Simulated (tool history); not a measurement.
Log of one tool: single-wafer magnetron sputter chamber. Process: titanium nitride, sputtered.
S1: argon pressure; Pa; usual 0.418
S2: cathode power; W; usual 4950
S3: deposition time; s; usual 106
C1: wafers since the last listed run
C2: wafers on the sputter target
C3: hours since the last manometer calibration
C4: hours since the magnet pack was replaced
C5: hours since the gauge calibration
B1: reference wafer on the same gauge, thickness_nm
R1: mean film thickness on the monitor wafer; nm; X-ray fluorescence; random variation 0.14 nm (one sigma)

{"run": 1, "hour": 0.0, "S1": 0.418, "S2": 4950, "S3": 97, "C1": 0, "C2": 5652, "C3": 2346.6, "C4": 7891.9, "C5": 84.2, "B1": 103.178, "R1": 86.544}
{"run": 2, "hour": 13.9, "S1": 0.418, "S2": 4950, "S3": 97, "C1": 199, "C2": 5851, "C3": 2360.5, "C4": 7905.8, "C5": 98.1, "B1": 103.052, "R1": 86.444}
{"hour": 32.9, "done": "sputter target and shields replaced"}
{"run": 3, "hour": 33.4, "S1": 0.418, "S2": 4950, "S3": 97, "C1": 164, "C2": 6, "C3": 2380, "C4": 7925.3, "C5": 117.6, "B1": 103.087, "R1": 87.097}
{"run": 4, "hour": 44.4, "S1": 0.418, "S2": 4950, "S3": 106, "C1": 157, "C2": 164, "C3": 2391, "C4": 7936.3, "C5": 128.6, "B1": 103.117, "R1": 94.994}
{"run": 5, "hour": 65.2, "S1": 0.418, "S2": 4950, "S3": 106, "C1": 298, "C2": 462, "C3": 2411.8, "C4": 7957.1, "C5": 149.4, "B1": 103.137, "R1": 95.006}
{"run": 6, "hour": 101.1, "S1": 0.3, "S2": 4950, "S3": 115, "C1": 514, "C2": 977, "C3": 2447.7, "C4": 7993, "C5": 185.3, "B1": 103.183, "R1": 106.196}
{"run": 7, "hour": 136.5, "S1": 0.418, "S2": 4950, "S3": 106, "C1": 507, "C2": 1484, "C3": 2483.1, "C4": 8028.4, "C5": 220.7, "B1": 103.083, "R1": 94.901}
{"run": 8, "hour": 241.4, "S1": 0.418, "S2": 4950, "S3": 106, "C1": 1503, "C2": 2988, "C3": 2588, "C4": 8133.3, "C5": 325.6, "B1": 103.089, "R1": 94.694}
{"run": 9, "hour": 272.9, "S1": 0.454, "S2": 4050, "S3": 106, "C1": 451, "C2": 3439, "C3": 2619.5, "C4": 8164.8, "C5": 357.1, "B1": 103.132, "R1": 82.76}
{"run": 10, "hour": 287.3, "S1": 0.454, "S2": 4050, "S3": 106, "C1": 206, "C2": 3646, "C3": 2633.9, "C4": 8179.2, "C5": 371.5, "B1": 103.073, "R1": 82.522}
{"run": 11, "hour": 304.9, "S1": 0.418, "S2": 4950, "S3": 106, "C1": 252, "C2": 3898, "C3": 2651.5, "C4": 8196.8, "C5": 389.1, "B1": 103.099, "R1": 94.444}
{"run": 12, "hour": 328.2, "S1": 0.418, "S2": 4950, "S3": 106, "C1": 333, "C2": 4232, "C3": 2674.8, "C4": 8220.1, "C5": 412.4, "B1": 103.135, "R1": 94.557}
{"run": 13, "hour": 347.0, "S1": 0.478, "S2": 4950, "S3": 106, "C1": 269, "C2": 4501, "C3": 2693.6, "C4": 8238.9, "C5": 431.2, "B1": 103.054, "R1": 93.211}
{"hour": 349.8, "done": "gauge calibrated"}
{"run": 14, "hour": 386.7, "S1": 0.478, "S2": 4950, "S3": 106, "C1": 569, "C2": 5070, "C3": 2733.3, "C4": 8278.6, "C5": 36.9, "B1": 103.061, "R1": 93.258}
{"hour": 409.5, "done": "capacitance manometer re-zeroed and calibrated"}
{"run": 15, "hour": 410.0, "S1": 0.418, "S2": 4950, "S3": 106, "C1": 219, "C2": 5290, "C3": 0.5, "C4": 8301.9, "C5": 60.2, "B1": 103.106, "R1": 94.272}
{"run": 16, "hour": 414.8, "S1": 0.418, "S2": 4950, "S3": 106, "C1": 68, "C2": 5358, "C3": 5.3, "C4": 8306.7, "C5": 65, "B1": 103.059, "R1": 94.478}
{"run": 17, "hour": 447.0, "S1": 0.256, "S2": 4600, "S3": 106, "C1": 461, "C2": 5820, "C3": 37.5, "C4": 8338.9, "C5": 97.2, "B1": 103.147, "R1": 93.779}
{"hour": 462.6, "done": "magnet pack replaced"}
{"hour": 473.3, "done": "sputter target and shields replaced"}
{"run": 18, "hour": 543.5, "S1": 0.337, "S2": 4150, "S3": 106, "C1": 1153, "C2": 1006, "C3": 134, "C4": 80.9, "C5": 193.7, "B1": 103.084, "R1": 86.8}
{"run": 19, "hour": 567.7, "S1": 0.325, "S2": 5950, "S3": 100, "C1": 346, "C2": 1353, "C3": 158.2, "C4": 105.1, "C5": 217.9, "B1": 103.073, "R1": 103.673}
{"run": 20, "hour": 590.8, "S1": 0.317, "S2": 4950, "S3": 106, "C1": 331, "C2": 1684, "C3": 181.3, "C4": 128.2, "C5": 241, "B1": 103.09, "R1": 97.193}
{"run": 21, "hour": 610.1, "S1": 0.418, "S2": 4950, "S3": 126, "C1": 276, "C2": 1961, "C3": 200.6, "C4": 147.5, "C5": 260.3, "B1": 103.101, "R1": 113.048}
{"run": 22, "hour": 624.2, "S1": 0.286, "S2": 3900, "S3": 106, "C1": 202, "C2": 2163, "C3": 214.7, "C4": 161.6, "C5": 274.4, "B1": 103.12, "R1": 84.411}
{"run": 23, "hour": 641.7, "S1": 0.418, "S2": 4950, "S3": 106, "C1": 250, "C2": 2414, "C3": 232.2, "C4": 179.1, "C5": 291.9, "B1": 103.095, "R1": 94.625}
{"run": 24, "hour": 670.2, "S1": 0.281, "S2": 6000, "S3": 125, "C1": 408, "C2": 2822, "C3": 260.7, "C4": 207.6, "C5": 320.4, "B1": 103.112, "R1": 131.181}
{"run": 25, "hour": 696.8, "S1": 0.418, "S2": 4950, "S3": 106, "C1": 381, "C2": 3204, "C3": 287.3, "C4": 234.2, "C5": 347, "B1": 103.104, "R1": 94.568}
{"run": 26, "hour": 717.9, "S1": 0.272, "S2": 4950, "S3": 106, "C1": 302, "C2": 3506, "C3": 308.4, "C4": 255.3, "C5": 368.1, "B1": 103.127, "R1": 98.34}
{"run": 27, "hour": 737.4, "S1": 0.316, "S2": 4450, "S3": 94, "C1": 279, "C2": 3785, "C3": 327.9, "C4": 274.8, "C5": 387.6, "B1": 103.077, "R1": 80.523}
{"run": 28, "hour": 764.1, "S1": 0.568, "S2": 4250, "S3": 106, "C1": 382, "C2": 4168, "C3": 354.6, "C4": 301.5, "C5": 414.3, "B1": 103.168, "R1": 82.618}

3 ways to go on from here, each from the tool as it stands after run 28. What would each give?
{"run": "A", "hour": 764.5, "S1": 0.585, "S2": 4950, "S3": 106, "C1": 5, "C2": 4174, "C3": 355, "C4": 301.9, "C5": 414.7, "B1": "?", "R1": "?"}
{"run": "B", "hour": 764.5, "S1": 0.532, "S2": 4500, "S3": 106, "C1": 5, "C2": 4174, "C3": 355, "C4": 301.9, "C5": 414.7, "B1": "?", "R1": "?"}
{"run": "C", "hour": 764.5, "S1": 0.547, "S2": 4600, "S3": 95, "C1": 5, "C2": 4174, "C3": 355, "C4": 301.9, "C5": 414.7, "B1": "?", "R1": "?"}

run=A B1=103.079 R1=90.862
run=B B1=103.079 R1=86.587
run=C B1=103.079 R1=78.402
Without the tool's hidden state the same runs would have given:
run=A R1=91.625
run=B R1=87.314
run=C R1=79.06
